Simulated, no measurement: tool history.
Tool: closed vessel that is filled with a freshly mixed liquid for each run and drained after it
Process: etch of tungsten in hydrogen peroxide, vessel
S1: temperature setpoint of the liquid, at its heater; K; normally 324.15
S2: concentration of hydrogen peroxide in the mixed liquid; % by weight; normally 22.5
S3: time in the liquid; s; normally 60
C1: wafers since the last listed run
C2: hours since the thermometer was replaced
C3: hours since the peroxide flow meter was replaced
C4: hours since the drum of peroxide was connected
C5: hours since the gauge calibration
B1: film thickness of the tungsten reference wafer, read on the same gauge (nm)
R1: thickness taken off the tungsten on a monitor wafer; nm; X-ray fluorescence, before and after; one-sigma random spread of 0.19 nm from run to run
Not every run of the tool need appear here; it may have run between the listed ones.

run,hour,S1,S2,S3,C1,C2,C3,C4,C5,B1,R1
1,0.0,324.15,22.5,60,0,636.3,207.5,170.0,341.7,109.99,53.18
2,48.5,324.15,22.5,60,7045,684.8,256.0,218.5,390.2,109.99,52.85
3,135.5,324.15,22.5,60,12639,771.8,343.0,305.5,477.2,110.00,52.96
4,182.6,324.15,22.5,60,6842,818.9,390.1,352.6,524.3,110.00,52.75
# hour 208.2: new drum of peroxide connected
5,253.6,324.15,22.5,60,10169,889.9,461.1,45.4,595.3,110.00,52.73
6,326.9,324.15,25.5,60,10648,963.2,534.4,118.7,668.6,110.02,56.76
7,426.8,324.15,22.5,60,14513,1063.1,634.3,218.6,768.5,109.99,53.08
8,521.8,324.15,22.5,60,13801,1158.1,729.3,313.6,863.5,110.01,53.17
9,610.3,324.15,22.5,60,12857,1246.6,817.8,402.1,952.0,109.99,53.24
# hour 665.0: new drum of peroxide connected
10,695.3,324.15,22.5,60,12203,1331.6,902.8,30.3,1037.0,110.01,53.54
# hour 730.6: thermometer replaced
11,772.3,324.15,22.5,60,11041,41.7,979.8,107.3,1114.0,109.99,54.59
12,836.8,328.15,26.0,30,9370,106.2,1044.3,171.8,1178.5,110.01,37.24

Run 13 is up next; what results do you expect?
13,881.9,329.15,24.5,60,6552,151.3,1089.4,216.9,1223.6,?,?

B1: 109.99
R1: 76.42 nm
With the hidden condition absent and the run-to-run variation left alone, this run would have shown R1 72.83 nm.
